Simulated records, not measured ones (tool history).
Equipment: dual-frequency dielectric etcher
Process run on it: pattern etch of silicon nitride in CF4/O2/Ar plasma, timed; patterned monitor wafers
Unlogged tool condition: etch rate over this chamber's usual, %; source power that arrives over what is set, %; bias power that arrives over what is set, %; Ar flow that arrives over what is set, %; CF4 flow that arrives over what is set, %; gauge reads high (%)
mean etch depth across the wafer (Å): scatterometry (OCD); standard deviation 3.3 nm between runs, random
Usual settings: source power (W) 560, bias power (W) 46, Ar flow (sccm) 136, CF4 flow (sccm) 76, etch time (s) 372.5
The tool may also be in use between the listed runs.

run,hour,source power (W),bias power (W),Ar flow (sccm),CF4 flow (sccm),etch time (s),wafers since the last listed run,hours since the last wet clean,hours since the last source power generator calibration,hours since the last bias power generator calibration,hours since the last Ar flow controller change,hours since the last CF4 flow controller change,hours since the last upper electrode change,hours since the gauge calibration,"read-back reference wafer on the same gauge, depth_nm",mean etch depth across the wafer (Å)
1,0.0,560,46,136,76,372.5,0,389.0,2492.9,1746.3,5066.0,4267.5,5575.5,176.1,585.6,6456
2,50.7,560,46,136,76,372.5,149,439.7,2543.6,1797.0,5116.7,4318.2,5626.2,226.8,588.1,6346
3,74.7,560,46,136,76,372.5,70,463.7,2567.6,1821.0,5140.7,4342.2,5650.2,250.8,586.6,6333
4,83.2,560,46,136,76,372.5,25,472.2,2576.1,1829.5,5149.2,4350.7,5658.7,259.3,587.6,6336
5,132.1,560,46,136,76,372.5,144,521.1,2625.0,1878.4,5198.1,4399.6,5707.6,308.2,587.2,6303
6,142.4,560,46,136,76,372.5,30,531.4,2635.3,1888.7,5208.4,4409.9,5717.9,318.5,587.1,6320
# hour 164.6: bias power generator calibrated
# hour 171.3: wet clean of the chamber
7,171.8,560,46,136,76,372.5,55,0.5,2664.7,7.2,5237.8,4439.3,5747.3,347.9,587.3,6633
8,172.2,560,46,136,87,372.5,1,0.9,2665.1,7.6,5238.2,4439.7,5747.7,348.3,586.8,6902
# hour 208.7: gauge calibrated
9,216.7,560,46,136,76,372.5,131,45.4,2709.6,52.1,5282.7,4484.2,5792.2,8.0,586.9,6641
10,224.1,560,46,136,76,479.5,21,52.8,2717.0,59.5,5290.1,4491.6,5799.6,15.4,586.4,8647
# hour 242.9: source power generator calibrated
11,243.4,560,46,136,82,372.5,45,72.1,0.5,78.8,5309.4,4510.9,5818.9,34.7,587.1,6684
# hour 257.0: Ar flow controller replaced
12,257.5,560,46,136,93,294.0,23,86.2,14.6,92.9,0.5,4525.0,5833.0,48.8,587.1,5448
# hour 271.2: CF4 flow controller replaced
# hour 286.6: upper electrode replaced
13,287.1,470,56,115,76,289.0,24,115.8,44.2,122.5,30.1,15.9,0.5,78.4,587.7,4890
14,287.5,560,46,136,76,372.5,1,116.2,44.6,122.9,30.5,16.3,0.9,78.8,587.0,6665
15,326.1,640,46,145,57,372.5,113,154.8,83.2,161.5,69.1,54.9,39.5,117.4,587.8,6885
16,343.3,560,46,136,76,372.5,50,172.0,100.4,178.7,86.3,72.1,56.7,134.6,587.2,6560
17,354.8,560,46,136,91,372.5,33,183.5,111.9,190.2,97.8,83.6,68.2,146.1,585.9,6822
18,361.3,430,42,121,64,372.5,19,190.0,118.4,196.7,104.3,90.1,74.7,152.6,586.9,5031
19,374.7,560,34,106,69,444.5,39,203.4,131.8,210.1,117.7,103.5,88.1,166.0,585.9,7206

Branching from run 19: 4 alternative next runs. What would each branch give?
A,375.2,560,46,136,76,372.5,1,203.9,132.3,210.6,118.2,104.0,88.6,166.5,?,?
B,375.2,500,57,136,91,372.5,1,203.9,132.3,210.6,118.2,104.0,88.6,166.5,?,?
C,375.2,560,46,108,89,372.5,1,203.9,132.3,210.6,118.2,104.0,88.6,166.5,?,?
D,375.2,660,46,136,84,372.5,1,203.9,132.3,210.6,118.2,104.0,88.6,166.5,?,?

run,"read-back reference wafer on the same gauge, depth_nm",mean etch depth across the wafer (Å)
A,586.5,6568
B,586.5,6693
C,586.5,7010
D,586.5,7709
With no hidden state in the tool, these same runs would have given:
run,mean etch depth across the wafer (Å)
A,6630
B,6756
C,7076
D,7781
